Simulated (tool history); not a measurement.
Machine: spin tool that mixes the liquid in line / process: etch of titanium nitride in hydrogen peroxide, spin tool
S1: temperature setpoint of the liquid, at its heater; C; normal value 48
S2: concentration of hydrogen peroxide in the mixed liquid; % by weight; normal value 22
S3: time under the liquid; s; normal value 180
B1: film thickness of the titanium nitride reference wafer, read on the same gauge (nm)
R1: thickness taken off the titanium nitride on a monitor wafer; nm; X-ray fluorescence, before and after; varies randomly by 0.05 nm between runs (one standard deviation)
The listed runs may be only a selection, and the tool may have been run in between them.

run    hour    S1    S2   S3     B1     R1
  1       0    48    22  100  30.01   4.28
  2    60.4    48    22  100  30.01   4.25
       76.1  -- peroxide flow meter replaced
  3   104.3    48    22  180  29.99   7.63
      133.6  -- new drum of peroxide connected
  4   148.9    48    22  180  30.01   7.66
  5   189.2    48    22  180  30.01    7.7
      205.6  -- heated supply line repaired
  6   219.3    48    22  100     30   4.03
      233.5  -- thermometer replaced
  7   260.5    48    22  180  29.99    7.3
  8   312.5  44.5  27.5   95  30.01   3.05
  9   372.6    48    22  180  29.99   7.24
 10   420.4    43  28.5  180     30   5.18
 11   487.9    48    22  265     30  10.68
 12   524.4    39    22  180  30.02   3.57
      531.2  -- gauge calibrated
 13   550.3    48    22  180     30   7.17
 14     601    48  16.5   75     30   2.75
 15   635.5    48    22  125  29.98   4.92
      668.3  -- heated supply line repaired, repeated, since the last time left the tool worse
 16     679    39    18  120     30    2.7
 17     720  52.5    24  180     30  11.94
 18     797    48  16.5  280  29.99  12.27
 19   845.4    51  18.5  105  29.99   5.85
 20  1004.2    56    18   80     30   6.25
     1065.9  -- new drum of peroxide connected
 21  1074.4    52    22   80  30.01   4.96
     1107.7  -- thermometer replaced
 22  1110.2  38.5    22  180  30.01   4.02
 23  1150.2  55.5    25  120  30.01   9.64
 24  1191.7  38.5    22  180  30.01   4.04
 25  1262.4    48    24  120     30   5.58
 26  1293.3    48    22  180  30.01   8.14

Some steps in R1 between neighbouring runs. How much of each would the tool show without its hidden state too (settings, what came in, random variation), and how much is left for the hidden state, with any gauge scatter that isn't in both results?
Hidden conditions of the tool in this case: liquid colder than its thermometer reads (K); peroxide flow above the setpoint (%); temperature lost on the way to the wafer (K); peroxide weaker than its label (%); gauge reads high (%).
Run 10 -> 11: S1 43 -> 48, S2 28.5 -> 22, S3 180 -> 265. R1 +5.5 nm: hidden state -0.97, all else +6.47.
Run 11 -> 12: S1 48 -> 39, S3 265 -> 180. R1 -7.11 nm: hidden state +1.23, all else -8.34.
Run 16 -> 17: S1 39 -> 52.5, S2 18 -> 24, S3 120 -> 180. R1 +9.24 nm: hidden state -0.05, all else +9.29.
